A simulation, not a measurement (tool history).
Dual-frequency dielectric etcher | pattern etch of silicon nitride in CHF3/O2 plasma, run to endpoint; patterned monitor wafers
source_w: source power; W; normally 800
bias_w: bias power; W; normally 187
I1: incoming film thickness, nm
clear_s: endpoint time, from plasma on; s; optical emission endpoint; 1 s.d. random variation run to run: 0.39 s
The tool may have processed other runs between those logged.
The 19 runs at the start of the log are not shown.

run 20 day=18.296 | source_w=980 bias_w=150 | I1=92.9 | clear_s=58.2
-- day=19.729 upper electrode replaced
run 21 day=19.75 | source_w=990 bias_w=147 | I1=93.4 | clear_s=59.4
run 22 day=22.979 | source_w=800 bias_w=187 | I1=93.5 | clear_s=58.4
run 23 day=23.925 | source_w=710 bias_w=207 | I1=93.6 | clear_s=58.7
run 24 day=24.842 | source_w=800 bias_w=187 | I1=93.5 | clear_s=58.1
run 25 day=25.433 | source_w=800 bias_w=187 | I1=93.3 | clear_s=57.8
run 26 day=26.354 | source_w=800 bias_w=187 | I1=93.3 | clear_s=57.9
-- day=26.621 bias power generator calibrated
run 27 day=26.979 | source_w=800 bias_w=187 | I1=93.5 | clear_s=58.5
run 28 day=27.917 | source_w=800 bias_w=187 | I1=93.2 | clear_s=57.7
run 29 day=28.542 | source_w=800 bias_w=187 | I1=93.1 | clear_s=58.1
run 30 day=29.933 | source_w=970 bias_w=224 | I1=93.3 | clear_s=49.6
run 31 day=31.379 | source_w=800 bias_w=187 | I1=93.9 | clear_s=58
run 32 day=32.779 | source_w=600 bias_w=157 | I1=92.4 | clear_s=69
run 33 day=33.579 | source_w=800 bias_w=227 | I1=94 | clear_s=54.7
run 34 day=34.975 | source_w=710 bias_w=216 | I1=92.7 | clear_s=57.1
run 35 day=35.792 | source_w=1000 bias_w=187 | I1=93.6 | clear_s=53
-- day=36.879 wet clean of the chamber
run 36 day=36.9 | source_w=990 bias_w=200 | I1=93.7 | clear_s=54

Branching from run 36: 3 alternative next runs. What would each branch give?
run A day=36.917 | source_w=800 bias_w=187 | I1=93 | clear_s=?
run B day=36.917 | source_w=900 bias_w=224 | I1=93 | clear_s=?
run C day=36.917 | source_w=940 bias_w=211 | I1=93 | clear_s=?

run=A clear_s=59.4
run=B clear_s=52.8
run=C clear_s=53.1
What these runs would have given with no unlogged condition in the tool:
run=A clear_s=59.3
run=B clear_s=52.7
run=C clear_s=53
